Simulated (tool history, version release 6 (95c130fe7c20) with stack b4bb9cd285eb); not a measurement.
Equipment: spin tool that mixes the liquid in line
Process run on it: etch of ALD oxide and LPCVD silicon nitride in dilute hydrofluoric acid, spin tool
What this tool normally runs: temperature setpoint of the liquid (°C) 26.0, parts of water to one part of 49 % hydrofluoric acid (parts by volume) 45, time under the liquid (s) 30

run   hour  temperature setpoint of the liquid (°C)  parts of water to one part of 49 % hydrofluoric acid (parts by volume)  time under the liquid (s)  read-back film thickness of the ALD oxide reference wafer, read on the same gauge (nm)  read-back film thickness of the LPCVD silicon nitride reference wafer, read on the same gauge (nm)  thickness taken off the ALD oxide on a monitor wafer (angstrom)  thickness taken off the LPCVD silicon nitride on a monitor wafer (angstrom)
  1    0.0                                     26.0                                                                      45                         15                                                                                   70.01                                                                                              79.998                                                             83.8                                                                         1.74
  2   29.8                                     26.0                                                                      45                         15                                                                                   70.00                                                                                              79.976                                                             83.5                                                                         1.48
  3   55.0                                     26.0                                                                      60                         30                                                                                   70.00                                                                                              80.017                                                            123.0                                                                         2.19
  4   86.6                                     26.0                                                                      60                         30                                                                                   70.01                                                                                              80.017                                                            122.4                                                                         2.47
  5  115.7                                     26.0                                                                      60                         30                                                                                   70.00                                                                                              79.992                                                            122.6                                                                         2.48
  6  140.5                                     24.0                                                                      45                         30                                                                                   70.03                                                                                              79.987                                                            154.4                                                                         2.40
  7  187.2                                     26.0                                                                      45                         35                                                                                   70.02                                                                                              79.988                                                            192.6                                                                         3.47
  8  209.0                                     26.0                                                                      45                         35                                                                                   70.00                                                                                              79.981                                                            194.8                                                                         3.30
  9  228.1                                     26.0                                                                      45                         35                                                                                   70.01                                                                                              79.998                                                            194.3                                                                         4.01
 10  242.5                                     26.0                                                                      45                         30                                                                                   70.01                                                                                              79.975                                                            165.7                                                                         3.12
     257.7  -- gauge calibrated
 11  261.0                                     26.0                                                                      45                         30                                                                                   70.01                                                                                              79.986                                                            166.7                                                                         3.13
 12  286.8                                     28.0                                                                      35                         20                                                                                   69.98                                                                                              79.972                                                            155.1                                                                         2.77
 13  303.3                                     26.0                                                                      45                         30                                                                                   69.99                                                                                              80.023                                                            165.3                                                                         2.78
     313.0  -- hydrofluoric acid flow meter replaced
 14  335.9                                     23.0                                                                      35                         25                                                                                   70.01                                                                                              80.003                                                            157.0                                                                         2.51
 15  364.2                                     24.0                                                                      45                         35                                                                                   70.03                                                                                              80.000                                                            178.9                                                                         3.33
 16  387.4                                     30.0                                                                      45                         30                                                                                   70.03                                                                                              80.006                                                            195.8                                                                         4.49
     389.7  -- thermometer replaced
 17  413.0                                     26.0                                                                      25                         30                                                                                   69.99                                                                                              80.013                                                            338.4                                                                         5.64
 18  431.3                                     26.0                                                                      45                         30                                                                                   70.00                                                                                              80.019                                                            183.1                                                                         3.22
 19  453.4                                     26.0                                                                      45                         50                                                                                   69.96                                                                                              79.970                                                            303.9                                                                         5.07
 20  467.1                                     28.0                                                                      35                         30                                                                                   70.03                                                                                              80.016                                                            256.8                                                                         4.61
 21  483.6                                     26.0                                                                      45                         30                                                                                   69.97                                                                                              79.992                                                            181.3                                                                         3.16
 22  504.7                                     26.0                                                                      55                         30                                                                                   70.01                                                                                              80.006                                                            146.5                                                                         3.03

5 ways to go on from here, each from the tool as it stands after run 22. What would each give?
  A  505.1                                     26.0                                                                      45                         30                                                                                       ?                                                                                                   ?                                                                ?                                                                            ?
  B  505.1                                     24.5                                                                      45                         25                                                                                       ?                                                                                                   ?                                                                ?                                                                            ?
  C  505.1                                     21.5                                                                      35                         35                                                                                       ?                                                                                                   ?                                                                ?                                                                            ?
  D  505.1                                     23.5                                                                      35                         30                                                                                       ?                                                                                                   ?                                                                ?                                                                            ?
  E  505.1                                     24.5                                                                      65                         30                                                                                       ?                                                                                                   ?                                                                ?                                                                            ?

run  read-back film thickness of the ALD oxide reference wafer, read on the same gauge (nm)  read-back film thickness of the LPCVD silicon nitride reference wafer, read on the same gauge (nm)  thickness taken off the ALD oxide on a monitor wafer (angstrom)  thickness taken off the LPCVD silicon nitride on a monitor wafer (angstrom)
  A                                                                                   69.99                                                                                              80.022                                                            183.3                                                                         3.61
  B                                                                                   69.99                                                                                              80.022                                                            143.6                                                                         2.72
  C                                                                                   69.99                                                                                              80.022                                                            230.9                                                                         3.96
  D                                                                                   69.99                                                                                              80.022                                                            215.4                                                                         3.89
  E                                                                                   69.99                                                                                              80.022                                                            116.2                                                                         2.27
Stripped of hidden state, with their random variation kept, the same runs would have yielded:
run  thickness taken off the ALD oxide on a monitor wafer (angstrom)  thickness taken off the LPCVD silicon nitride on a monitor wafer (angstrom)
  A                                                            186.1                                                                         3.70
  B                                                            145.8                                                                         2.79
  C                                                            234.6                                                                         4.06
  D                                                            218.7                                                                         3.99
  E                                                            118.0                                                                         2.33
